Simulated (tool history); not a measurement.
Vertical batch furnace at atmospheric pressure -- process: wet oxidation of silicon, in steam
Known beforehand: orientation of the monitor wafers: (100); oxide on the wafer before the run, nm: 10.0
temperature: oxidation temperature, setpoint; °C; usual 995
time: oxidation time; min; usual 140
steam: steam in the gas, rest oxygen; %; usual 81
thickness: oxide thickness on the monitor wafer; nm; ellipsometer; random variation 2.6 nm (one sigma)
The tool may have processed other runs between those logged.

run,hour,temperature,time,steam,wafers since the last listed run,hours since the last temperature calibration,hours since the steam generator was serviced,hours since the gauge calibration,"read-back reference wafer on the same gauge, thickness",thickness
1,0,995,140,78,0,1684.1,2045.2,696.2,628.78,582.28
2,85.4,995,140,81,1481,1769.5,2130.6,781.6,630.72,593.07
3,118,1011,155,81,565,1802.1,2163.2,814.2,629.91,702.04
4,149.3,1011,155,81,543,1833.4,2194.5,845.5,628.72,702.66
5,336.8,1011,155,81,3253,2020.9,2382,1033,628.64,705.64
6,418.7,995,140,81,1421,2102.8,2463.9,1114.9,627.72,599.46
# hour 593.5: gauge calibrated
7,610.4,995,140,81,3326,2294.5,2655.6,16.9,628.52,598.56
8,638.9,995,140,81,494,2323,2684.1,45.4,628.81,606.3
9,670.7,995,140,81,551,2354.8,2715.9,77.2,629.13,602.66
10,710.5,995,140,81,690,2394.6,2755.7,117,628.29,609.38
11,779.1,995,120.5,81,1190,2463.2,2824.3,185.6,628.21,547.36
12,849.3,995,120.5,81,1218,2533.4,2894.5,255.8,629.44,551.2
13,898.2,995,120.5,81,848,2582.3,2943.4,304.7,629.7,549.22
14,922.6,995,140,81,423,2606.7,2967.8,329.1,629.54,604.2
15,950.1,995,140,81,477,2634.2,2995.3,356.6,629.43,602.85
16,975.1,1003,140,81,433,2659.2,3020.3,381.6,627.27,636.76
# hour 1001.2: thermocouples replaced and temperature profile calibrated
17,1019.9,995,140,93,360,18.7,3065.1,426.4,629.3,638.52
18,1060.4,987,140,81,702,59.2,3105.6,466.9,627.74,555.37
19,1131.5,995,140,93,1233,130.3,3176.7,538,630.28,641.14
20,1198.1,995,140,78,1155,196.9,3243.3,604.6,629.91,575.35
21,1256.8,1013,204.5,81,1018,255.6,3302,663.3,630.46,823.47
22,1289,976,208.5,87,558,287.8,3334.2,695.5,628.96,704.95
# hour 1314.6: steam generator serviced
23,1360.5,995,140,81,824,359.3,45.9,767,630.34,617.44
24,1405.4,1010,106.5,92,779,404.2,90.8,811.9,629.23,614.15
25,1446.6,995,174,85,714,445.4,132,853.1,628.46,724.72
26,1514.8,995,169,81,1183,513.6,200.2,921.3,629.47,688.09
27,1556,995,140,81,714,554.8,241.4,962.5,629.96,611.2
28,1592.3,987,118,86,629,591.1,277.7,998.8,628.2,539.14
29,1639.4,1005,140,73,817,638.2,324.8,1045.9,628.92,605.08
30,1710.2,995,140,81,1228,709,395.6,1116.7,628.64,609.88
31,1746.9,972,90.5,91,636,745.7,432.3,1153.4,629.2,416.18

For each run, the measured value with the value that run would have given without the tool's hidden condition subtracted. The run-to-run variation is shared by both, the gauge scatter possibly not:
Hidden state at play: true tube temperature minus thermocouple reading, K; steam share off its setpoint, % of the setpoint; gauge reads high (%).
run,thickness
1,-21.48
2,-21.49
3,-25.17
4,-25.03
5,-24.03
6,-19.67
7,-18.06
8,-18.03
9,-17.63
10,-17.43
11,-14.87
12,-14.27
13,-13.72
14,-15.05
15,-14.7
16,-15.67
17,-36.05
18,-32.38
19,-36.36
20,-33.19
21,-44.35
22,-40.54
23,-4.51
24,-5.74
25,-8.04
26,-9.6
27,-9.61
28,-9.38
29,-11.26
30,-12.87
31,-9.82
